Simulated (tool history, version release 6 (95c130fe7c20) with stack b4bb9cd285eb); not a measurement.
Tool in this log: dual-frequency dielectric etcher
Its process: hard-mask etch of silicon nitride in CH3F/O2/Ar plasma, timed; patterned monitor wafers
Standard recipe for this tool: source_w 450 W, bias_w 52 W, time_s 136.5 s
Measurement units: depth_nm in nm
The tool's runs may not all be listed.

run,day,source_w,bias_w,time_s,"read-back reference wafer on the same gauge, depth_nm",depth_nm
1,0.000,450,52,161.0,73.8,93.2
2,2.571,390,46,136.5,73.7,71.0
# day 2.804: gauge calibrated
# day 4.079: wet clean of the chamber
3,4.467,390,46,136.5,73.8,71.0
# day 6.500: bias power generator calibrated
4,6.800,450,52,136.5,73.7,77.7
5,8.621,450,52,136.5,73.8,78.0
6,10.883,450,52,136.5,73.8,77.8
# day 12.188: source power generator calibrated
7,13.238,450,44,136.5,73.8,75.6
8,15.771,450,52,136.5,73.8,80.8
9,18.383,450,39,136.5,73.7,73.1
10,20.638,450,52,136.5,73.8,79.8
11,22.929,530,47,122.5,73.8,74.5
# day 25.150: wet clean of the chamber
12,25.171,450,52,136.5,73.7,80.2
13,27.550,510,45,136.5,73.8,80.6
14,29.858,450,52,136.5,73.8,80.2
15,31.858,530,44,115.0,73.8,68.6
# day 34.592: upper electrode replaced
16,34.612,550,57,95.5,73.9,63.3
17,35.633,410,42,156.5,73.8,82.1
18,38.625,450,52,136.5,73.8,80.5
19,41.296,450,64,150.0,73.8,95.1
20,43.121,360,42,168.5,73.8,83.5
21,44.162,500,56,136.5,73.8,86.4
# day 49.629: wet clean of the chamber
22,49.650,450,52,153.0,73.9,90.4
23,50.217,530,44,136.5,73.9,82.3
24,51.288,350,52,154.5,73.8,82.2
25,52.800,360,63,168.0,73.8,96.1
26,55.392,350,64,168.5,73.8,95.9
27,64.029,450,52,114.0,73.8,67.8
28,65.650,350,52,136.5,73.9,72.3
29,68.088,450,52,136.5,73.7,81.2
30,70.700,450,52,136.5,73.8,81.3
# day 73.425: wet clean of the chamber
31,73.446,450,52,136.5,73.8,81.0

List, for all runs, the conditions of the tool that the log does not record:
etch rate over this chamber's usual, %: 0 on each run
gauge reads high (%): 0 on each run
H1: source power that arrives over what is set, %
H2: bias power that arrives over what is set, %
run,H1,H2
1,-5.47,4.41
2,-5.6,4.56
3,-5.7,4.67
4,-5.82,-0.0369
5,-5.91,0.0689
6,-6.03,0.2
7,0.319,0.337
8,0.318,0.484
9,0.315,0.636
10,0.311,0.767
11,0.305,0.901
12,0.299,1.03
13,0.29,1.17
14,0.281,1.3
15,0.272,1.42
16,0.258,1.58
17,0.252,1.64
18,0.234,1.81
19,0.216,1.97
20,0.202,2.07
21,0.194,2.13
22,0.148,2.45
23,0.142,2.49
24,0.132,2.55
25,0.117,2.64
26,0.0909,2.79
27,-0.00963,3.29
28,-0.0305,3.38
29,-0.0632,3.53
30,-0.0997,3.68
31,-0.14,3.84
